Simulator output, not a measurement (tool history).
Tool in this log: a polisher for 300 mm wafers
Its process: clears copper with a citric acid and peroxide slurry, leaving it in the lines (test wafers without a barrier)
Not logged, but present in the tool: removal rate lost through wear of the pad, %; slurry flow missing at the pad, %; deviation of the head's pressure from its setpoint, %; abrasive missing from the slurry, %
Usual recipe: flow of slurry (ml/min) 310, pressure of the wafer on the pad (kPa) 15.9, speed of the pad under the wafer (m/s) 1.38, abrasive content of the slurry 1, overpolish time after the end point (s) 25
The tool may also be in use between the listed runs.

run     day  flow of slurry (ml/min)  pressure of the wafer on the pad (kPa)  speed of the pad under the wafer (m/s)  abrasive content of the slurry  overpolish time after the end point (s)  wafers since the last listed run  wafers polished on this pad  hours since the slurry nozzle was cleaned  hours since the head pressure was calibrated  hours since the slurry blender was calibrated  incoming thickness of the incoming film, nm  time until the end point was called (s)  dishing of a wide line in a test structure (Å)
  1       0                      310                                    15.9                                    1.38                               1                                       25                                 0                         3462                                      380.4                                          92.5                                           90.9                                        287.6                                    119.8                                             365
  2   1.746                      310                                    15.9                                    1.38                               1                                       25                               381                         3843                                      422.3                                         134.4                                          132.8                                        289.1                                    124.6                                             374
      3.554  -- worn pad replaced by a new one
      3.738  -- slurry nozzle cleaned
  3   3.867                      310                                    15.9                                    1.38                               1                                       25                               417                           59                                        3.1                                         185.3                                          183.7                                        285.6                                    122.5                                             376
  4   6.775                      310                                    15.9                                    1.38                               1                                       25                               635                          694                                       72.9                                         255.1                                          253.5                                        282.7                                    124.6                                             374
  5   9.758                      310                                    15.9                                    1.38                               1                                       25                               651                         1346                                      144.5                                         326.7                                          325.1                                        287.8                                    125.7                                             373
  6  12.525                      375                                      11                                     1.7                             0.9                                       25                               604                         1950                                      210.9                                         393.1                                          391.5                                        285.9                                    160.5                                             305
  7  14.154                      310                                    15.9                                    1.38                               1                                       25                               355                         2306                                        250                                         432.2                                          430.6                                        287.4                                    125.4                                             363
      15.35  -- slurry blender recalibrated
  8  15.417                      310                                    15.9                                    1.38                               1                                       25                               257                         2563                                      280.3                                         462.5                                            1.6                                        286.1                                    125.2                                             378
  9  16.717                      310                                    15.9                                    1.38                             0.8                                       17                               283                         2847                                      311.5                                         493.7                                           32.8                                        288.4                                    127.6                                             264
 10  17.742                      310                                    15.9                                    1.38                               1                                       25                               223                         3071                                      336.1                                         518.3                                           57.4                                          284                                    125.7                                             370
 11  18.962                      220                                    15.9                                    1.38                             0.9                                       25                               266                         3338                                      365.4                                         547.6                                           86.7                                        286.6                                    134.4                                             357
         20  -- slurry nozzle cleaned
 12  21.883                      210                                    15.9                                    1.54                               1                                       25                               628                         3967                                       45.2                                         617.7                                          156.8                                        284.8                                    119.1                                             383
     23.167  -- worn pad replaced by a new one
 13  24.621                      310                                    12.4                                    1.38                               1                                       35                               561                          317                                      110.9                                         683.4                                          222.5                                        286.2                                      157                                             399
 14  27.583                      405                                    13.8                                    1.38                               1                                       25                               647                          964                                        182                                         754.5                                          293.6                                        283.1                                    137.2                                             343
 15  30.371                      310                                    15.9                                    1.38                             1.1                                       25                               608                         1573                                      248.9                                         821.4                                          360.5                                          279                                    119.1                                             386
     32.579  -- slurry blender recalibrated
 16  35.475                      265                                    13.1                                    1.38                               1                                       25                              1096                         2670                                      371.4                                         943.9                                           69.5                                        286.8                                    152.7                                             323
     36.829  -- slurry nozzle cleaned
 17  37.788                      235                                    15.9                                    1.38                               1                                       25                               496                         3166                                         23                                         999.4                                            125                                        284.2                                      125                                             364
     37.946  -- head pressure recalibrated
     40.258  -- worn pad replaced by a new one
 18  40.496                      395                                    15.9                                    1.38                               1                                       25                               536                           51                                         88                                          61.2                                            190                                        286.4                                    121.3                                             383
 19  42.925                      310                                    15.9                                    1.38                               1                                       25                               530                          582                                      146.3                                         119.5                                          248.3                                        286.4                                    121.4                                             371
 20  47.638                      310                                    15.9                                    1.38                               1                                       25                              1029                         1611                                      259.4                                         232.6                                          361.4                                        282.1                                    121.8                                             371
 21  49.417                      310                                    18.6                                    1.64                               1                                       25                               388                         2000                                      302.1                                         275.3                                          404.1                                          289                                     95.4                                             452
 22  51.333                      310                                    15.9                                    1.38                             1.3                                       25                               418                         2419                                      348.1                                         321.3                                          450.1                                        282.3                                    119.2                                             390
 23  52.417                      310                                    15.9                                    1.82                               1                                       25                               236                         2655                                      374.1                                         347.3                                          476.1                                          285                                    103.6                                             423
     53.675  -- slurry blender recalibrated
 24  54.158                      265                                    18.6                                    0.98                               1                                       25                               362                         3017                                      415.9                                         389.1                                           11.6                                        286.9                                    127.9                                             368
     54.871  -- slurry nozzle cleaned
 25  55.488                      415                                    15.9                                    1.78                               1                                       25                               281                         3299                                       14.8                                           421                                           43.5                                        286.1                                    103.1                                             430
 26  57.738                      310                                    13.1                                    1.38                               1                                       16                               491                         3790                                       68.8                                           475                                           97.5                                        290.8                                    147.3                                             223
     58.092  -- worn pad replaced by a new one
 27  59.333                      310                                    15.9                                    1.38                             1.1                                       11                               312                          271                                      107.1                                         513.3                                          135.8                                        284.4                                    125.2                                             188
 28  61.017                      310                                    15.9                                    1.38                            0.75                                       20                               367                          638                                      147.5                                         553.7                                          176.2                                        289.8                                    130.8                                             304

Across each entry between runs, compare the hidden state at the last listed run before it with the hidden state at the first listed run after it:
In the gap between runs 2 and 3: worn pad replaced by a new one (day 3.554); slurry nozzle cleaned (day 3.738)
  no difference in the tool's unlogged condition between these two runs
In the gap between runs 7 and 8: slurry blender recalibrated (day 15.35)
  no difference in the tool's unlogged condition between these two runs
In the gap between runs 11 and 12: slurry nozzle cleaned (day 20)
  no difference in the tool's unlogged condition between these two runs
In the gap between runs 12 and 13: worn pad replaced by a new one (day 23.167)
  no difference in the tool's unlogged condition between these two runs
In the gap between runs 15 and 16: slurry blender recalibrated (day 32.579)
  no difference in the tool's unlogged condition between these two runs
In the gap between runs 16 and 17: slurry nozzle cleaned (day 36.829)
  no difference in the tool's unlogged condition between these two runs
In the gap between runs 17 and 18: head pressure recalibrated (day 37.946); worn pad replaced by a new one (day 40.258)
  no difference in the tool's unlogged condition between these two runs
In the gap between runs 23 and 24: slurry blender recalibrated (day 53.675)
  no difference in the tool's unlogged condition between these two runs
In the gap between runs 24 and 25: slurry nozzle cleaned (day 54.871)
  no difference in the tool's unlogged condition between these two runs
In the gap between runs 26 and 27: worn pad replaced by a new one (day 58.092)
  no difference in the tool's unlogged condition between these two runs
